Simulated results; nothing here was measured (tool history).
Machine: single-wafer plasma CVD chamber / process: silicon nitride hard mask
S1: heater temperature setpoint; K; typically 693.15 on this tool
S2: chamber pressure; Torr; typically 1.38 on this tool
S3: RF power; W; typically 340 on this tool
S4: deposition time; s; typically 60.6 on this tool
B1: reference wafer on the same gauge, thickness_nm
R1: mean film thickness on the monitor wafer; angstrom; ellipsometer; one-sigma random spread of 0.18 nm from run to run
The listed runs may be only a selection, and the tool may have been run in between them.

run,hour,S1,S2,S3,S4,B1,R1
1,0,693.15,1.38,340,60.6,90.836,774.56
2,46.2,693.15,1.38,340,60.6,90.815,774.16
3,73.7,693.15,1.38,340,60.6,90.795,775.21
4,231.8,683.15,1.38,340,60.6,90.813,776.52
5,263.2,683.15,1.38,340,60.6,90.745,779.27
# hour 274.4: RF generator calibrated
6,329.5,683.15,1.38,340,60.6,90.804,778.7
7,376.9,704.15,1.21,340,60.6,90.844,737.49
8,412.2,704.15,1.21,340,60.6,90.733,740.88
9,469.7,693.15,1.26,370,66.7,90.878,873.5
10,536.9,693.15,1.2,340,54.5,90.885,666.46
# hour 565.2: showerhead replaced
11,594.3,693.15,1.14,340,60.6,90.873,725.1
12,647.9,683.15,1.16,340,60.6,90.804,734.34
13,718.9,693.15,1.38,340,60.6,90.81,773.31
14,782.1,693.15,1.05,340,53.6,90.766,625.06
15,821.4,693.15,1.62,340,71.2,90.755,956.72
16,883.7,693.15,1.48,385,60.6,90.812,851.58
# hour 914.6: gauge calibrated
17,949.6,693.15,1.38,340,52.3,90.816,667.15
# hour 968: capacitance manometer re-zeroed and calibrated
18,980.5,693.15,1.05,340,53.6,90.834,623.17
19,1039.4,693.15,1.38,340,69.2,90.873,883.23
# hour 1078.4: thermocouple changed; heater temperature recalibrated
20,1095.3,693.15,1.38,340,60.6,90.874,774.14
21,1146.6,693.15,1.53,340,60.6,90.809,800.7
22,1200.2,681.15,1.05,300,60.6,90.85,660.66
23,1248.5,693.15,1.38,385,48.6,90.796,668.33
24,1309.1,699.15,1.18,290,71,90.694,780.88
# hour 1336.8: RF generator calibrated
25,1359.7,693.15,1.16,340,67.8,90.727,819.6
26,1574.2,683.15,1.38,340,53.9,90.784,695.35
27,1620.6,683.15,1.38,340,53.9,90.835,692.61
28,1685.3,701.15,1.08,305,56.5,90.825,619.09

Forecast each of these 5 alternatives for the next run:
A,1685.7,693.15,1.38,340,60.6,?,?
B,1685.7,693.15,1.38,340,64.9,?,?
C,1685.7,700.15,1.52,410,66.8,?,?
D,1685.7,698.15,1.51,365,70.2,?,?
E,1685.7,693.15,1.38,380,65,?,?

run,B1,R1
A,90.746,775.96
B,90.746,830.92
C,90.746,979.62
D,90.746,961.7
E,90.746,888.38
Take away the tool's hidden state, keep each run's random variation, and the runs would have read:
run,R1
A,775.96
B,830.92
C,979.62
D,961.7
E,888.38
